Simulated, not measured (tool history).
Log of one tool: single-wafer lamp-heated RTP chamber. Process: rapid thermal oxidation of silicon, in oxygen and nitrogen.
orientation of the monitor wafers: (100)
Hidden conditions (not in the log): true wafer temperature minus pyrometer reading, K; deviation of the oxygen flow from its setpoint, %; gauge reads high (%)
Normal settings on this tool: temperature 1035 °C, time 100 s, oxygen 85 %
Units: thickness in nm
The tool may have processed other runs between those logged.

run	day	temperature	time	oxygen	wafers since the last listed run	wafers since the last pyrometer calibration	hours since the oxygen flow controller was replaced	hours since the gauge calibration	read-back reference wafer on the same gauge, thickness	thickness
1	0	1035	100	85	0	3391	5251.8	399.8	8.142	9.148
2	0.367	1035	100	85	84	3476	5260.6	408.6	8.138	9.204
# day 0.679: gauge calibrated
3	0.783	1055	100	85	95	3572	5270.6	2.5	8.145	10.52
4	1.462	1055	100	85	156	3728	5286.9	18.8	8.131	10.497
5	1.983	1055	100	85	119	3848	5299.4	31.3	8.137	10.491
6	2.329	1035	100	85	79	3928	5307.7	39.6	8.131	9.156
7	3.033	1035	100	85	162	4090	5324.6	56.5	8.14	9.19
8	3.567	1035	100	85	122	4213	5337.4	69.3	8.142	9.224
9	4.267	1035	100	85	161	4374	5354.2	86.1	8.15	9.196
10	4.612	1035	100	98	79	4453	5362.5	94.4	8.138	9.698
11	5.321	1025	100	85	163	4616	5379.5	111.4	8.142	8.641
12	5.958	1025	100	85	146	4763	5394.8	126.7	8.134	8.607
13	6.212	1035	100	85	58	4822	5400.9	132.8	8.129	9.217
14	6.888	1035	100	85	155	4977	5417.1	149	8.137	9.318
15	7.383	1035	100	85	114	5091	5429	160.9	8.132	9.173
16	8.05	1059	100	85	153	5245	5445	176.9	8.135	10.876
17	8.683	1015	100	85	145	5391	5460.2	192.1	8.143	7.983
18	9.412	1064	127	60	167	5558	5477.7	209.6	8.137	11.117
19	9.788	1058	73	98	86	5645	5486.7	218.6	8.148	9.842
20	10.479	1035	100	85	159	5804	5503.3	235.2	8.143	9.365
# day 10.962: oxygen flow controller replaced
21	11.167	1006	127	67	81	5886	4.9	251.7	8.134	7.76
22	11.704	1045	59	85	123	6009	17.8	264.6	8.138	7.869
# day 12.312: pyrometer window cleaned and pyrometer calibrated
23	12.421	1035	100	85	88	25	35	281.8	8.146	9.134
24	12.721	1035	100	77	69	94	42.2	289	8.143	8.739
25	13.421	1013	116	98	161	255	59	305.8	8.147	8.713
26	14.017	1014	100	85	137	392	73.3	320.1	8.146	7.845
27	14.288	1045	140	73	62	455	79.8	326.6	8.145	10.803
28	14.592	1061	85	67	70	525	87.1	333.9	8.143	9.275
# day 14.712: gauge calibrated
29	14.917	1025	100	85	74	599	94.9	4.9	8.139	8.44
30	15.338	1035	121	68	96	696	105	15	8.147	9.208
31	15.858	1052	62	98	119	816	117.5	27.5	8.141	8.633
32	16.467	1026	100	85	140	956	132.1	42.1	8.139	8.524
33	17.929	1025	149	85	336	1293	167.2	77.2	8.136	10.198
34	18.533	1015	83	85	139	1432	181.7	91.7	8.135	7.237
35	18.958	1035	100	85	97	1530	191.9	101.9	8.141	9.12
36	19.562	1059	54	85	139	1669	206.4	116.4	8.146	8.161
37	20.279	1006	127	67	164	1834	223.6	133.6	8.156	7.584
38	20.558	1015	144	98	64	1898	230.3	140.3	8.148	9.843
39	21.083	1035	138	85	120	2019	242.9	152.9	8.136	10.594

Hidden state at the last listed run before each entry between runs and at the first one after, where it differs:
Runs 2 to 3: gauge calibrated (day 0.679)
  true wafer temperature minus pyrometer reading, K: 1.24 -> 1.3
  measured minus no-state result, thickness: +0.08 -> +0.093 nm
Runs 20 to 21: oxygen flow controller replaced (day 10.962)
  true wafer temperature minus pyrometer reading, K: 3.08 -> 3.23
  measured minus no-state result, thickness: +0.201 -> +0.182 nm
Runs 22 to 23: pyrometer window cleaned and pyrometer calibrated (day 12.312)
  true wafer temperature minus pyrometer reading, K: 3.36 -> 0.252
  measured minus no-state result, thickness: +0.18 -> +0.016 nm
Runs 28 to 29: gauge calibrated (day 14.712)
  true wafer temperature minus pyrometer reading, K: 0.275 -> 0.282
  measured minus no-state result, thickness: +0.017 -> +0.017 nm
